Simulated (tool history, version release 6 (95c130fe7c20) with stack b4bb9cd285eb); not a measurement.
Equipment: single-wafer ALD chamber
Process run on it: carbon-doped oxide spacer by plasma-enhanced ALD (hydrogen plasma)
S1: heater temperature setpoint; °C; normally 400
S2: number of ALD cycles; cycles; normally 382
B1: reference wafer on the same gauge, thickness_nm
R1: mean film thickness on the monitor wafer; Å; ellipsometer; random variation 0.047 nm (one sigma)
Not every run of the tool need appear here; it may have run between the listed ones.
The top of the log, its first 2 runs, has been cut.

{"run": 3, "hour": 175.0, "S1": 400, "S2": 382, "B1": 18.894, "R1": 182.34}
{"run": 4, "hour": 228.8, "S1": 400, "S2": 382, "B1": 18.892, "R1": 181.57}
{"run": 5, "hour": 288.0, "S1": 400, "S2": 339, "B1": 18.911, "R1": 161.43}
{"run": 6, "hour": 389.6, "S1": 400, "S2": 339, "B1": 18.886, "R1": 160.46}
{"run": 7, "hour": 463.1, "S1": 400, "S2": 382, "B1": 18.896, "R1": 181.02}
{"run": 8, "hour": 507.4, "S1": 400, "S2": 382, "B1": 18.902, "R1": 181.71}
{"run": 9, "hour": 561.2, "S1": 404, "S2": 323, "B1": 18.902, "R1": 151.14}
{"run": 10, "hour": 629.4, "S1": 400, "S2": 382, "B1": 18.906, "R1": 180.82}
{"run": 11, "hour": 888.0, "S1": 400, "S2": 382, "B1": 18.903, "R1": 180.5}
{"run": 12, "hour": 955.4, "S1": 400, "S2": 382, "B1": 18.905, "R1": 180.73}
{"hour": 983.3, "done": "gauge calibrated"}
{"run": 13, "hour": 1041.0, "S1": 400, "S2": 382, "B1": 18.908, "R1": 180.68}
{"run": 14, "hour": 1079.8, "S1": 400, "S2": 382, "B1": 18.893, "R1": 180.07}
{"run": 15, "hour": 1179.3, "S1": 400, "S2": 382, "B1": 18.893, "R1": 179.82}
{"run": 16, "hour": 1278.4, "S1": 405, "S2": 353, "B1": 18.908, "R1": 164.37}
{"hour": 1308.4, "done": "thermocouple changed; heater temperature recalibrated"}
{"run": 17, "hour": 1350.0, "S1": 400, "S2": 355, "B1": 18.904, "R1": 170.48}
{"run": 18, "hour": 1445.7, "S1": 408, "S2": 321, "B1": 18.893, "R1": 151.1}
{"run": 19, "hour": 1491.2, "S1": 400, "S2": 382, "B1": 18.898, "R1": 182.85}
{"run": 20, "hour": 1537.9, "S1": 400, "S2": 382, "B1": 18.884, "R1": 182.89}
{"run": 21, "hour": 1642.0, "S1": 405, "S2": 382, "B1": 18.899, "R1": 181.77}

Expected results for the next run?
{"run": 22, "hour": 1747.6, "S1": 393, "S2": 344, "B1": "?", "R1": "?"}

B1: 18.901
R1: 165.17 Å
With no hidden state in the tool, this same run would have given R1 165.17 Å.
